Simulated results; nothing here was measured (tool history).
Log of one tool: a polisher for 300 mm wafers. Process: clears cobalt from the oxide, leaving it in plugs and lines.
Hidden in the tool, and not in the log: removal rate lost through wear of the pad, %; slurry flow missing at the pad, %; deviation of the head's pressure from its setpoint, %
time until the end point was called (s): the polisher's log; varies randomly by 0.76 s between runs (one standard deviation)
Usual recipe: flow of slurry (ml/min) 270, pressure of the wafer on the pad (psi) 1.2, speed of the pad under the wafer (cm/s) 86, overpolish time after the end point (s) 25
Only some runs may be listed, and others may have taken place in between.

run,hour,flow of slurry (ml/min),pressure of the wafer on the pad (psi),speed of the pad under the wafer (cm/s),overpolish time after the end point (s),wafers since the last listed run,wafers polished on this pad,hours since the slurry nozzle was cleaned,hours since the head pressure was calibrated,"incoming thickness of the incoming film, nm",time until the end point was called (s)
1,0.0,270,1.2,92,25,0,374,86.2,631.7,211.1,85.8
2,16.0,270,1.2,92,25,179,553,102.2,647.7,210.5,86.9
3,45.9,270,1.2,86,25,334,888,132.1,677.6,213.6,92.7
4,61.3,270,1.2,86,25,172,1060,147.5,693.0,209.7,91.2
# hour 70.8: worn pad replaced by a new one
5,71.3,270,1.2,86,25,67,5,157.5,703.0,208.2,91.7
6,76.2,270,1.2,86,25,54,60,162.4,707.9,213.2,93.0
7,86.7,270,1.2,86,25,117,177,172.9,718.4,209.2,92.5
8,99.7,270,1.2,86,25,145,323,185.9,731.4,210.5,93.6
9,112.8,270,1.2,86,25,146,469,199.0,744.5,207.8,91.8
# hour 125.2: slurry nozzle cleaned
# hour 127.6: head pressure recalibrated
10,128.1,270,1.2,86,13,137,607,2.9,0.5,211.1,88.2
11,135.2,270,1.2,106,37,79,687,10.0,7.6,206.3,73.8
12,141.7,315,1.2,86,25,72,759,16.5,14.1,209.5,87.5
13,148.5,270,1.2,86,25,76,835,23.3,20.9,208.4,88.3
# hour 156.1: worn pad replaced by a new one
14,158.3,330,1.0,86,33,64,25,33.1,30.7,212.5,106.7
15,169.0,270,1.0,74,11,119,144,43.8,41.4,208.7,119.6
16,181.6,270,1.2,92,25,141,285,56.4,54.0,207.1,84.7

Alternative continuations, all from the tool just after run 16; predict every row:
A,182.1,270,1.2,86,25,5,291,56.9,54.5,210.3,?
B,182.1,245,1.4,66,15,5,291,56.9,54.5,210.3,?
C,182.1,245,1.6,86,25,5,291,56.9,54.5,210.3,?
D,182.1,270,1.5,100,29,5,291,56.9,54.5,210.3,?

run,time until the end point was called (s)
A,87.8
B,92.2
C,66.6
D,62.6
Without the tool's hidden state the same runs would have given:
run,time until the end point was called (s)
A,86.5
B,90.7
C,65.6
D,61.7
